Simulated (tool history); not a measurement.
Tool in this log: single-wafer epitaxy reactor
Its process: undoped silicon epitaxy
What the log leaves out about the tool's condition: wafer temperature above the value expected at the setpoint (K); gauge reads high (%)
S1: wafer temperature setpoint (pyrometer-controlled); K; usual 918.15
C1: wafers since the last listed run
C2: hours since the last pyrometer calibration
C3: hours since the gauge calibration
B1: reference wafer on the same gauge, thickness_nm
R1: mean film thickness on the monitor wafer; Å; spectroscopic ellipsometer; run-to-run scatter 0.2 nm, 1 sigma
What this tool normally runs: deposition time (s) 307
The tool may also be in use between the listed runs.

Run 1, hour 0: usual settings but deposition time (s) 292; C1 0; C2 328.4; C3 580.7; B1 47.018. Result: R1 423.07 Å.
Run 2, hour 57.2: usual settings but deposition time (s) 292; C1 332; C2 385.6; C3 637.9; B1 46.945. Result: R1 422 Å.
Run 3, hour 125.8: usual settings; C1 399; C2 454.2; C3 706.5; B1 46.88. Result: R1 444.56 Å.
Run 4, hour 150.9: usual settings; C1 146; C2 479.3; C3 731.6; B1 46.849. Result: R1 445.78 Å.
Run 5, hour 195: usual settings; C1 256; C2 523.4; C3 775.7; B1 46.849. Result: R1 442.53 Å.
Run 6, hour 239.1: usual settings but S1 913.15 K; C1 256; C2 567.5; C3 819.8; B1 46.818. Result: R1 397.22 Å.
Run 7, hour 302.7: usual settings; C1 370; C2 631.1; C3 883.4; B1 46.696. Result: R1 439.69 Å.
Run 8, hour 331: usual settings; C1 164; C2 659.4; C3 911.7; B1 46.735. Result: R1 440.08 Å.
Run 9, hour 365.8: usual settings; C1 202; C2 694.2; C3 946.5; B1 46.705. Result: R1 440.44 Å.
Run 10, hour 405.6: usual settings but S1 922.15 K, deposition time (s) 336; C1 231; C2 734; C3 986.3; B1 46.712. Result: R1 521.99 Å.
Run 11, hour 441.4: usual settings; C1 208; C2 769.8; C3 1022.1; B1 46.665. Result: R1 443.87 Å.
Run 12, hour 492.5: usual settings; C1 297; C2 820.9; C3 1073.2; B1 46.565. Result: R1 442.1 Å.
Run 13, hour 550.3: usual settings; C1 336; C2 878.7; C3 1131; B1 46.699. Result: R1 439.1 Å.
Run 14, hour 616.3: usual settings; C1 384; C2 944.7; C3 1197; B1 46.605. Result: R1 439.16 Å.
Run 15, hour 649.6: usual settings but deposition time (s) 344; C1 193; C2 978; C3 1230.3; B1 46.523. Result: R1 493.58 Å.
Run 16, hour 691.8: usual settings; C1 245; C2 1020.2; C3 1272.5; B1 46.597. Result: R1 439.53 Å.
Run 17, hour 742.5: usual settings; C1 295; C2 1070.9; C3 1323.2; B1 46.648. Result: R1 439.79 Å.
Run 18, hour 768.5: usual settings; C1 151; C2 1096.9; C3 1349.2; B1 46.507. Result: R1 439.98 Å.
Run 19, hour 819.4: usual settings; C1 296; C2 1147.8; C3 1400.1; B1 46.61. Result: R1 440.3 Å.
Run 20, hour 869.1: usual settings but S1 924.15 K; C1 289; C2 1197.5; C3 1449.8; B1 46.525. Result: R1 495.43 Å.
Run 21, hour 920.6: usual settings; C1 299; C2 1249; C3 1501.3; B1 46.495. Result: R1 441.1 Å.
At hour 940.8: gauge calibrated.
Run 22, hour 1006.6: usual settings; C1 500; C2 1335; C3 65.8; B1 48.003. Result: R1 452.93 Å.
Run 23, hour 1051.8: usual settings but S1 931.15 K, deposition time (s) 356; C1 263; C2 1380.2; C3 111; B1 47.906. Result: R1 680.6 Å.
Run 24, hour 1114.5: usual settings but S1 927.15 K, deposition time (s) 272; C1 364; C2 1442.9; C3 173.7; B1 47.642. Result: R1 475.76 Å.
Run 25, hour 1149.9: usual settings but S1 922.15 K, deposition time (s) 352; C1 206; C2 1478.3; C3 209.1; B1 47.541. Result: R1 555.73 Å.
Run 26, hour 1194.5: usual settings but S1 922.15 K, deposition time (s) 262; C1 259; C2 1522.9; C3 253.7; B1 47.504. Result: R1 416.34 Å.
Run 27, hour 1233.3: usual settings but S1 931.15 K, deposition time (s) 254; C1 225; C2 1561.7; C3 292.5; B1 47.386. Result: R1 481.53 Å.
Run 28, hour 1284: usual settings but S1 931.15 K, deposition time (s) 282; C1 295; C2 1612.4; C3 343.2; B1 47.33. Result: R1 532.11 Å.
Run 29, hour 1346.5: usual settings but S1 909.15 K, deposition time (s) 336; C1 363; C2 1674.9; C3 405.7; B1 47.124. Result: R1 405.01 Å.
Run 30, hour 1404.2: usual settings but S1 930.15 K, deposition time (s) 270; C1 335; C2 1732.6; C3 463.4; B1 47.131. Result: R1 499.38 Å.
Run 31, hour 1442.8: usual settings but S1 927.15 K; C1 224; C2 1771.2; C3 502; B1 47.079. Result: R1 532.4 Å.
At hour 1463: pyrometer calibrated.
Run 32, hour 1485.7: usual settings but S1 904.15 K; C1 203; C2 22.7; C3 544.9; B1 46.934. Result: R1 329.14 Å.
Run 33, hour 1546.9: usual settings; C1 356; C2 83.9; C3 606.1; B1 46.881. Result: R1 442.85 Å.
Run 34, hour 1611: usual settings; C1 373; C2 148; C3 670.2; B1 46.735. Result: R1 438.5 Å.
Run 35, hour 1657.8: usual settings but S1 922.15 K, deposition time (s) 330; C1 272; C2 194.8; C3 717; B1 46.849. Result: R1 520.05 Å.
Run 36, hour 1684.8: usual settings but S1 930.15 K, deposition time (s) 255; C1 157; C2 221.8; C3 744; B1 46.725. Result: R1 465.72 Å.
Run 37, hour 1744.6: usual settings but deposition time (s) 324; C1 348; C2 281.6; C3 803.8; B1 46.639. Result: R1 463.35 Å.
Run 38, hour 1791: usual settings; C1 270; C2 328; C3 850.2; B1 46.615. Result: R1 437.14 Å.
Run 39, hour 1837.5: usual settings; C1 270; C2 374.5; C3 896.7; B1 46.702. Result: R1 439 Å.
Run 40, hour 1873.6: usual settings; C1 210; C2 410.6; C3 932.8; B1 46.536. Result: R1 437.34 Å.
Run 41, hour 1923.8: usual settings but S1 927.15 K, deposition time (s) 334; C1 292; C2 460.8; C3 983; B1 46.601. Result: R1 576.72 Å.
Run 42, hour 1985.7: usual settings but S1 925.15 K, deposition time (s) 272; C1 360; C2 522.7; C3 1044.9; B1 46.545. Result: R1 448.78 Å.
Run 43, hour 2044.1: usual settings but deposition time (s) 283; C1 339; C2 581.1; C3 1103.3; B1 46.627. Result: R1 403.9 Å.

Estimate the outcome of run 44 from the log above:
Run 44, hour 2102.8: usual settings; C1 341; C2 639.8; C3 1162; B1 ?. Result: R1 ?.

B1: 46.447
R1: 438.42 Å
Minus the tool's unlogged condition, the same run would have read R1 453.85 Å.
